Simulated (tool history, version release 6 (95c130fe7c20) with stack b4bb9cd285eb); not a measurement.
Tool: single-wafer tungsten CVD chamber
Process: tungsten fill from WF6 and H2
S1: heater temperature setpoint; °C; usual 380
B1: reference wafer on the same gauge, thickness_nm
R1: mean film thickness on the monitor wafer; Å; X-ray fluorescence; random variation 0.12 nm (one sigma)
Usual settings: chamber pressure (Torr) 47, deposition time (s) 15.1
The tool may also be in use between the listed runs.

Run 1, hour 0: usual settings; B1 44.207. Result: R1 382.2 Å.
Run 2, hour 77.2: usual settings; B1 44.169. Result: R1 380.71 Å.
Run 3, hour 182.4: usual settings; B1 44.2. Result: R1 380.98 Å.
Run 4, hour 276.7: usual settings; B1 44.244. Result: R1 383.23 Å.
Run 5, hour 355.4: usual settings; B1 44.244. Result: R1 382.91 Å.
Run 6, hour 408.4: usual settings; B1 44.173. Result: R1 384.04 Å.
Run 7, hour 670.8: usual settings; B1 44.203. Result: R1 385.92 Å.
Run 8, hour 731.8: usual settings; B1 44.195. Result: R1 384.66 Å.
Run 9, hour 797.4: usual settings; B1 44.2. Result: R1 386.43 Å.
Run 10, hour 843.8: usual settings but S1 373 °C, chamber pressure (Torr) 49.7; B1 44.17. Result: R1 339.69 Å.
Run 11, hour 891.3: usual settings but chamber pressure (Torr) 40.3, deposition time (s) 12.1; B1 44.175. Result: R1 282.4 Å.
Run 12, hour 943.4: usual settings; B1 44.208. Result: R1 386.62 Å.
Run 13, hour 994.6: usual settings but S1 368 °C, chamber pressure (Torr) 38.1, deposition time (s) 17.2; B1 44.259. Result: R1 292.29 Å.
Run 14, hour 1055.3: usual settings but S1 370 °C, chamber pressure (Torr) 50.1, deposition time (s) 14.3; B1 44.213. Result: R1 303.03 Å.
At hour 1151.4: capacitance manometer re-zeroed and calibrated.
At hour 1166.3: showerhead replaced.
Run 15, hour 1166.8: usual settings but S1 369 °C, chamber pressure (Torr) 50.3, deposition time (s) 16; B1 44.193. Result: R1 329.66 Å.
At hour 1197.4: gauge calibrated.
Run 16, hour 1266.8: usual settings but chamber pressure (Torr) 39.7, deposition time (s) 17.5; B1 44.203. Result: R1 406.6 Å.
At hour 1322.9: thermocouple changed; heater temperature recalibrated.
Run 17, hour 1374.5: usual settings; B1 44.177. Result: R1 383.39 Å.

Run 18 comes next. What will it give?
Run 18, hour 1467.4: usual settings but S1 387 °C, chamber pressure (Torr) 40.3, deposition time (s) 16.3; B1 ?. Result: R1 ?.

Run 18 gave B1 44.19, R1 440.36 Å.
Without the tool's hidden state the same run would have given R1 439.72 Å.
